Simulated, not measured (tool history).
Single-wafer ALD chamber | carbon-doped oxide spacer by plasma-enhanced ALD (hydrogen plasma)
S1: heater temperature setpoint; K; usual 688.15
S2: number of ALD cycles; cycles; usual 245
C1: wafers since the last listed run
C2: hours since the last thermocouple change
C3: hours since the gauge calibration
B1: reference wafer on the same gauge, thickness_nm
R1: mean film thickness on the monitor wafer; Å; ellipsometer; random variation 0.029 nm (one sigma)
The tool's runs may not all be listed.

Run 1, hour 0: usual settings; C1 0; C2 1617.7; C3 151.7; B1 11.098. Result: R1 120.74 Å.
Run 2, hour 18.2: usual settings; C1 33; C2 1635.9; C3 169.9; B1 11.1. Result: R1 119.86 Å.
Run 3, hour 48.1: usual settings; C1 54; C2 1665.8; C3 199.8; B1 11.1. Result: R1 119.7 Å.
Run 4, hour 78.3: usual settings but S1 691.15 K; C1 55; C2 1696; C3 230; B1 11.099. Result: R1 118.61 Å.
Run 5, hour 98.3: usual settings but S1 691.15 K; C1 36; C2 1716; C3 250; B1 11.097. Result: R1 118.77 Å.
Run 6, hour 110.4: usual settings; C1 22; C2 1728.1; C3 262.1; B1 11.097. Result: R1 120.37 Å.
Run 7, hour 140.5: usual settings; C1 55; C2 1758.2; C3 292.2; B1 11.1. Result: R1 120.28 Å.
Run 8, hour 160.3: usual settings; C1 36; C2 1778; C3 312; B1 11.099. Result: R1 120.25 Å.
Run 9, hour 189.3: usual settings; C1 53; C2 1807; C3 341; B1 11.098. Result: R1 120.08 Å.
Run 10, hour 206.5: usual settings; C1 31; C2 1824.2; C3 358.2; B1 11.102. Result: R1 120.45 Å.
Run 11, hour 229.2: usual settings; C1 41; C2 1846.9; C3 380.9; B1 11.102. Result: R1 120 Å.
Run 12, hour 253.8: usual settings; C1 45; C2 1871.5; C3 405.5; B1 11.1. Result: R1 120.16 Å.
Run 13, hour 267.8: usual settings; C1 25; C2 1885.5; C3 419.5; B1 11.101. Result: R1 120.42 Å.
Run 14, hour 282.9: usual settings; C1 27; C2 1900.6; C3 434.6; B1 11.1. Result: R1 120.44 Å.
Run 15, hour 300: usual settings but S2 217 cycles; C1 31; C2 1917.7; C3 451.7; B1 11.105. Result: R1 106.64 Å.
Run 16, hour 334.6: usual settings but S2 217 cycles; C1 63; C2 1952.3; C3 486.3; B1 11.101. Result: R1 106.54 Å.
Run 17, hour 354.6: usual settings but S2 217 cycles; C1 36; C2 1972.3; C3 506.3; B1 11.1. Result: R1 106.47 Å.
Run 18, hour 374.7: usual settings but S1 700.15 K; C1 36; C2 1992.4; C3 526.4; B1 11.101. Result: R1 115.56 Å.
Run 19, hour 405.9: usual settings but S1 693.15 K, S2 221 cycles; C1 57; C2 2023.6; C3 557.6; B1 11.099. Result: R1 106.45 Å.
Run 20, hour 457.6: usual settings; C1 94; C2 2075.3; C3 609.3; B1 11.101. Result: R1 120.35 Å.
Run 21, hour 488.4: usual settings but S1 679.15 K, S2 213 cycles; C1 56; C2 2106.1; C3 640.1; B1 11.099. Result: R1 106.87 Å.
Run 22, hour 511.4: usual settings but S2 231 cycles; C1 42; C2 2129.1; C3 663.1; B1 11.103. Result: R1 113.34 Å.
Run 23, hour 543: usual settings; C1 57; C2 2160.7; C3 694.7; B1 11.099. Result: R1 120.73 Å.
At hour 597.9: gauge calibrated.
At hour 641.4: thermocouple changed; heater temperature recalibrated.
Run 24, hour 641.9: usual settings but S1 674.15 K; C1 166; C2 0.5; C3 44; B1 11.099. Result: R1 123.35 Å.
Run 25, hour 657.6: usual settings but S1 680.15 K, S2 280 cycles; C1 28; C2 16.2; C3 59.7; B1 11.097. Result: R1 137.95 Å.
Run 26, hour 682.7: usual settings; C1 46; C2 41.3; C3 84.8; B1 11.099. Result: R1 117.4 Å.
Run 27, hour 711.5: usual settings but S2 263 cycles; C1 52; C2 70.1; C3 113.6; B1 11.101. Result: R1 126.25 Å.
Run 28, hour 735.9: usual settings but S1 701.15 K, S2 264 cycles; C1 44; C2 94.5; C3 138; B1 11.096. Result: R1 121.25 Å.
Run 29, hour 762.4: usual settings but S1 702.15 K, S2 273 cycles; C1 48; C2 121; C3 164.5; B1 11.102. Result: R1 125.19 Å.
Run 30, hour 797.8: usual settings but S1 676.15 K; C1 64; C2 156.4; C3 199.9; B1 11.096. Result: R1 123.01 Å.
Run 31, hour 815.2: usual settings but S1 702.15 K; C1 31; C2 173.8; C3 217.3; B1 11.1. Result: R1 112.28 Å.
Run 32, hour 837.3: usual settings but S1 679.15 K, S2 213 cycles; C1 40; C2 195.9; C3 239.4; B1 11.1. Result: R1 105.98 Å.
Run 33, hour 862.6: usual settings; C1 46; C2 221.2; C3 264.7; B1 11.101. Result: R1 118.27 Å.
Run 34, hour 876.5: usual settings but S1 693.15 K, S2 210 cycles; C1 25; C2 235.1; C3 278.6; B1 11.102. Result: R1 99.05 Å.
Run 35, hour 894.1: usual settings but S1 702.15 K, S2 209 cycles; C1 32; C2 252.7; C3 296.2; B1 11.099. Result: R1 96.21 Å.
Run 36, hour 909.5: usual settings but S1 693.15 K, S2 221 cycles; C1 28; C2 268.1; C3 311.6; B1 11.101. Result: R1 105.07 Å.

Hidden state or all else? Some run-to-run changes of R1, split into what the settings, what came in and random variation would give without the hidden state, and what is left for the hidden state (with any gauge scatter that isn't in both results):
The hidden state here: wafer temperature above the value expected at the setpoint (K); gauge reads high (%).
Run 20 -> 21: S1 688.15 -> 679.15, S2 245 -> 213. R1 -13.48 Å: hidden state -1.09, all else -12.39.
Run 21 -> 22: S1 679.15 -> 688.15, S2 213 -> 231. R1 +6.47 Å: hidden state +0.95, all else +5.52.
Run 23 -> 24: S1 688.15 -> 674.15, gauge calibrated, thermocouple changed; heater temperature recalibrated. R1 +2.62 Å: hidden state -2.77, all else +5.39.
Run 24 -> 25: S1 674.15 -> 680.15, S2 245 -> 280. R1 +14.6 Å: hidden state +0.07, all else +14.53.
Run 25 -> 26: S1 680.15 -> 688.15, S2 280 -> 245. R1 -20.55 Å: hidden state +0.08, all else -20.63.
Run 33 -> 34: S1 688.15 -> 693.15, S2 245 -> 210. R1 -19.22 Å: hidden state -0.07, all else -19.15.

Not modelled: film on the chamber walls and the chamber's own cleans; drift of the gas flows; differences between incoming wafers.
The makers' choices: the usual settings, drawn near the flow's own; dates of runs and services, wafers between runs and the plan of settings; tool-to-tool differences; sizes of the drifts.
